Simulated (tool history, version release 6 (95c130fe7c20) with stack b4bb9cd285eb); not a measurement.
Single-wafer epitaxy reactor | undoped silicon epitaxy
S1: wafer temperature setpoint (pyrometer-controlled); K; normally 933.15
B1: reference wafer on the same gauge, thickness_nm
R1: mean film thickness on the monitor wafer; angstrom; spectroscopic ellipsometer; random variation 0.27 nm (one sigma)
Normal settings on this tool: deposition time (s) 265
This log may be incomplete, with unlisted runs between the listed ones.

{"run": 1, "hour": 0.0, "S1": 933.15, "deposition time (s)": 305, "B1": 58.093, "R1": 624.03}
{"run": 2, "hour": 15.8, "S1": 933.15, "deposition time (s)": 265, "B1": 57.878, "R1": 535.15}
{"run": 3, "hour": 44.3, "S1": 933.15, "deposition time (s)": 265, "B1": 57.782, "R1": 541.39}
{"run": 4, "hour": 90.4, "S1": 933.15, "deposition time (s)": 265, "B1": 57.647, "R1": 535.52}
{"run": 5, "hour": 113.9, "S1": 933.15, "deposition time (s)": 265, "B1": 57.615, "R1": 535.64}
{"run": 6, "hour": 136.4, "S1": 933.15, "deposition time (s)": 265, "B1": 57.561, "R1": 535.26}
{"run": 7, "hour": 152.1, "S1": 933.15, "deposition time (s)": 265, "B1": 57.344, "R1": 533.06}
{"run": 8, "hour": 174.5, "S1": 933.15, "deposition time (s)": 265, "B1": 57.291, "R1": 532.45}
{"run": 9, "hour": 197.0, "S1": 933.15, "deposition time (s)": 265, "B1": 57.444, "R1": 534.43}
{"run": 10, "hour": 212.4, "S1": 933.15, "deposition time (s)": 265, "B1": 57.289, "R1": 531.71}
{"run": 11, "hour": 234.9, "S1": 933.15, "deposition time (s)": 265, "B1": 57.231, "R1": 529.98}
{"run": 12, "hour": 264.3, "S1": 933.15, "deposition time (s)": 265, "B1": 57.095, "R1": 528.13}
{"run": 13, "hour": 289.3, "S1": 941.15, "deposition time (s)": 265, "B1": 57.069, "R1": 614.46}
{"run": 14, "hour": 306.4, "S1": 933.15, "deposition time (s)": 265, "B1": 57.115, "R1": 535.02}
{"run": 15, "hour": 335.1, "S1": 933.15, "deposition time (s)": 265, "B1": 56.998, "R1": 532.66}
{"hour": 372.9, "done": "pyrometer calibrated"}
{"run": 16, "hour": 373.4, "S1": 933.15, "deposition time (s)": 265, "B1": 56.989, "R1": 530.08}
{"run": 17, "hour": 388.5, "S1": 933.15, "deposition time (s)": 221, "B1": 56.933, "R1": 444.6}
{"run": 18, "hour": 418.7, "S1": 945.15, "deposition time (s)": 285, "B1": 56.98, "R1": 708.12}
{"run": 19, "hour": 436.5, "S1": 933.15, "deposition time (s)": 265, "B1": 56.875, "R1": 527.01}
{"run": 20, "hour": 455.0, "S1": 933.15, "deposition time (s)": 265, "B1": 56.881, "R1": 526.91}
{"run": 21, "hour": 483.7, "S1": 918.15, "deposition time (s)": 285, "B1": 56.926, "R1": 430.03}
{"run": 22, "hour": 519.4, "S1": 940.15, "deposition time (s)": 230, "B1": 56.816, "R1": 520.36}
{"run": 23, "hour": 543.0, "S1": 926.15, "deposition time (s)": 282, "B1": 56.871, "R1": 492.96}
{"run": 24, "hour": 568.5, "S1": 920.15, "deposition time (s)": 265, "B1": 56.859, "R1": 413.63}
{"run": 25, "hour": 586.5, "S1": 933.15, "deposition time (s)": 265, "B1": 56.886, "R1": 528.42}
{"hour": 593.5, "done": "gauge calibrated"}
{"run": 26, "hour": 614.1, "S1": 929.15, "deposition time (s)": 313, "B1": 58.287, "R1": 590.79}
{"run": 27, "hour": 646.6, "S1": 933.15, "deposition time (s)": 288, "B1": 58.088, "R1": 585.56}
{"run": 28, "hour": 674.5, "S1": 919.15, "deposition time (s)": 213, "B1": 57.863, "R1": 329.38}
{"run": 29, "hour": 702.5, "S1": 944.15, "deposition time (s)": 265, "B1": 57.77, "R1": 661.33}
{"run": 30, "hour": 720.9, "S1": 925.15, "deposition time (s)": 265, "B1": 57.632, "R1": 460.8}
{"run": 31, "hour": 741.1, "S1": 923.15, "deposition time (s)": 289, "B1": 57.415, "R1": 483.37}
{"run": 32, "hour": 770.6, "S1": 929.15, "deposition time (s)": 301, "B1": 57.506, "R1": 563.21}

For each run, what was the tool's unlogged condition?
wafer temperature above the value expected at the setpoint (K): 0 across all the runs
H1: gauge reads high (%)
run=1 H1=-0.696
run=2 H1=-0.851
run=3 H1=-1.11
run=4 H1=-1.46
run=5 H1=-1.61
run=6 H1=-1.74
run=7 H1=-1.83
run=8 H1=-1.94
run=9 H1=-2.04
run=10 H1=-2.11
run=11 H1=-2.19
run=12 H1=-2.29
run=13 H1=-2.37
run=14 H1=-2.42
run=15 H1=-2.49
run=16 H1=-2.57
run=17 H1=-2.6
run=18 H1=-2.66
run=19 H1=-2.68
run=20 H1=-2.71
run=21 H1=-2.75
run=22 H1=-2.79
run=23 H1=-2.81
run=24 H1=-2.84
run=25 H1=-2.85
run=26 H1=-0.507
run=27 H1=-0.857
run=28 H1=-1.12
run=29 H1=-1.35
run=30 H1=-1.49
run=31 H1=-1.63
run=32 H1=-1.82

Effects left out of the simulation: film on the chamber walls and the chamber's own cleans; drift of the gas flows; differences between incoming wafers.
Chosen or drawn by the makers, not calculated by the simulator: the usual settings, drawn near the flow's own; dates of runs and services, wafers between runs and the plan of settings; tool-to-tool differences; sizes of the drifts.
